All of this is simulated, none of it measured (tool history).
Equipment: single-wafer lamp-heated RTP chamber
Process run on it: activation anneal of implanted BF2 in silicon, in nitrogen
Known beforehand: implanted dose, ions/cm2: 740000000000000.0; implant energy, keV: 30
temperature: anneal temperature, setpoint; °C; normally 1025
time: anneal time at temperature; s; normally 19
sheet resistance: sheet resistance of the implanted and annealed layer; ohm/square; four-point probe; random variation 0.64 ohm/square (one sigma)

run,hour,temperature,time,wafers since the last listed run,wafers since the last pyrometer calibration,wafers since the reflector plate was cleaned,hours since the gauge calibration,"read-back reference wafer on the same gauge, sheet resistance",sheet resistance
1,0.0,1025,19,0,7,2051,97.7,226.01,194.36
2,10.6,1003,19,163,170,2214,108.3,226.03,204.72
3,29.6,1003,19,293,464,2508,127.3,226.07,205.15
4,49.2,1025,19,302,766,2810,146.9,225.98,194.44
5,72.8,1025,19,364,1131,3175,170.5,225.95,194.31
6,92.9,1025,19,310,1441,3485,190.6,226.20,193.66
7,122.1,1025,19,450,1892,3936,219.8,226.00,194.14
8,138.4,1025,19,251,2144,4188,236.1,226.06,194.91
9,171.2,1014,12,506,2650,4694,268.9,226.00,202.77
10,195.0,1025,11,367,3017,5062,292.7,226.01,199.14
11,243.7,1025,11,751,3769,5813,341.4,226.02,198.43
# hour 263.4: pyrometer window cleaned and pyrometer calibrated
12,263.9,1016,19,188,8,6002,361.6,226.13,197.23
13,271.7,1016,19,120,128,6122,369.4,226.11,197.59
14,303.9,1025,19,497,625,6619,401.6,226.06,193.51
15,339.4,1025,19,548,1173,7167,437.1,225.96,194.20
16,372.9,1025,19,517,1691,7685,470.6,226.05,192.42
17,407.8,1040,28,538,2229,8224,505.5,226.16,186.45
18,424.2,1033,9,253,2483,8477,521.9,226.06,196.36
19,444.8,1051,15,318,2801,8795,542.5,226.23,189.35
# hour 476.2: pyrometer window cleaned and pyrometer calibrated
20,476.7,1051,19,369,7,9164,574.4,225.98,187.91
# hour 486.2: gauge calibrated
# hour 488.5: reflector plate cleaned
21,504.7,1025,19,308,316,249,18.5,225.88,194.98
22,539.1,997,29,531,847,780,52.9,225.91,205.18
23,563.8,1025,19,381,1228,1161,77.6,225.79,195.64
24,598.1,1040,9,529,1758,1691,111.9,226.06,194.90
25,627.2,1025,19,449,2207,2140,141.0,226.00,195.49
26,646.3,1025,19,294,2502,2435,160.1,225.88,194.32
27,733.8,1000,26,1350,3853,3786,247.6,225.91,202.60
# hour 745.3: pyrometer window cleaned and pyrometer calibrated
28,759.2,1025,14,268,214,4055,273.0,226.00,197.00
29,783.0,1036,13,367,582,4422,296.8,225.93,195.26
30,813.9,1034,11,477,1059,4899,327.7,226.05,196.47
31,835.2,1048,16,328,1387,5228,349.0,225.88,188.65
32,862.2,1005,23,416,1804,5645,376.0,226.24,200.65
33,890.1,1001,27,430,2235,6076,403.9,226.05,201.49
34,903.7,1015,9,209,2445,6286,417.5,225.93,204.11
35,925.6,1004,19,338,2783,6624,439.4,226.01,203.27
36,937.9,1054,24,189,2973,6814,451.7,225.86,184.26
# hour 966.4: pyrometer window cleaned and pyrometer calibrated
37,966.9,1039,19,324,7,7138,480.7,226.06,190.22

The tool's hidden state at each run:
true wafer temperature minus pyrometer reading, K: 0 across all the runs
gauge reads high (%): 0 across all the runs
H1: wafer temperature error from the tarnished reflector plate, K
run,H1
1,2.2
2,2.33
3,2.56
4,2.79
5,3.07
6,3.31
7,3.66
8,3.85
9,4.24
10,4.52
11,5.1
12,5.34
13,5.43
14,5.82
15,6.24
16,6.64
17,7.05
18,7.24
19,7.49
20,7.87
21,0.553
22,0.962
23,1.26
24,1.66
25,2.01
26,2.24
27,3.28
28,3.58
29,3.86
30,4.23
31,4.48
32,4.8
33,5.13
34,5.29
35,5.55
36,5.7
37,6.05
